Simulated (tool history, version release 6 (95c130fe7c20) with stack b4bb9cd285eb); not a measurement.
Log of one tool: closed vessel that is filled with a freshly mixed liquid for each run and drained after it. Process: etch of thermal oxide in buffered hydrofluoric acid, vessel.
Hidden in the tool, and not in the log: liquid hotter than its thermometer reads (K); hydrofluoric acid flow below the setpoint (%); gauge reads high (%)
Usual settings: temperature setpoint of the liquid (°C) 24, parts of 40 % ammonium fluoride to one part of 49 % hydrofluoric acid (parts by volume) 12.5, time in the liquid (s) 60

run,day,temperature setpoint of the liquid (°C),parts of 40 % ammonium fluoride to one part of 49 % hydrofluoric acid (parts by volume),time in the liquid (s),wafers since the last listed run,hours since the thermometer was replaced,hours since the hydrofluoric acid flow meter was replaced,hours since the gauge calibration,"read-back film thickness of the thermal oxide reference wafer, read on the same gauge (nm)",thickness taken off the thermal oxide on a monitor wafer (nm)
1,0,24,9,60,0,1989.2,828.6,170.9,119.99,73.95
2,0.462,21.5,12.5,60,1295,2000.3,839.7,182,119.99,48.93
3,1.496,21.5,12.5,60,2895,2025.1,864.5,206.8,119.97,48.99
4,2.062,24,12.5,60,1587,2038.7,878.1,220.4,120,56.07
5,2.746,24,12.5,60,1914,2055.1,894.5,236.8,120,56.2
6,3.225,24,12.5,60,1342,2066.6,906,248.3,120.01,56.54
7,3.842,22.5,12.5,60,1727,2081.4,920.8,263.1,120.01,51.48
8,4.383,24,12.5,70,1517,2094.4,933.8,276.1,120.03,65.2
9,4.675,24,12.5,60,817,2101.4,940.8,283.1,119.99,55.81
10,5.188,24,12.5,60,1436,2113.7,953.1,295.4,119.99,55.86
11,5.758,24,12.5,60,1599,2127.4,966.8,309.1,119.98,55.27
12,6.321,24,12.5,85,1576,2140.9,980.3,322.6,120.02,79.77
13,7.792,24,12.5,85,4121,2176.2,1015.6,357.9,120,80.07
14,8.467,24,12.5,85,1891,2192.4,1031.8,374.1,119.99,79.07
15,9.125,24,12.5,60,1844,2208.2,1047.6,389.9,119.99,56.35
16,9.662,24,12.5,60,1506,2221.1,1060.5,402.8,119.99,56.06
# day 10.175: gauge calibrated
17,11.354,22,8,35,4740,2261.7,1101.1,28.3,120.01,43.97
18,12.096,27.5,15.5,60,2078,2279.5,1118.9,46.1,120.01,55.33
19,12.404,20.5,8.5,35,863,2286.9,1126.3,53.5,119.99,37.96
# day 12.758: thermometer replaced
20,12.779,24,12.5,60,934,0.5,1135.3,62.5,119.97,55.5

Run 21 comes next. What will it give?
21,13.329,24,12.5,60,1541,13.7,1148.5,75.7,?,?

read-back film thickness of the thermal oxide reference wafer, read on the same gauge (nm): 119.98
thickness taken off the thermal oxide on a monitor wafer (nm): 56.25
Without the tool's hidden state the same run would have given thickness taken off the thermal oxide on a monitor wafer (nm) 56.25.
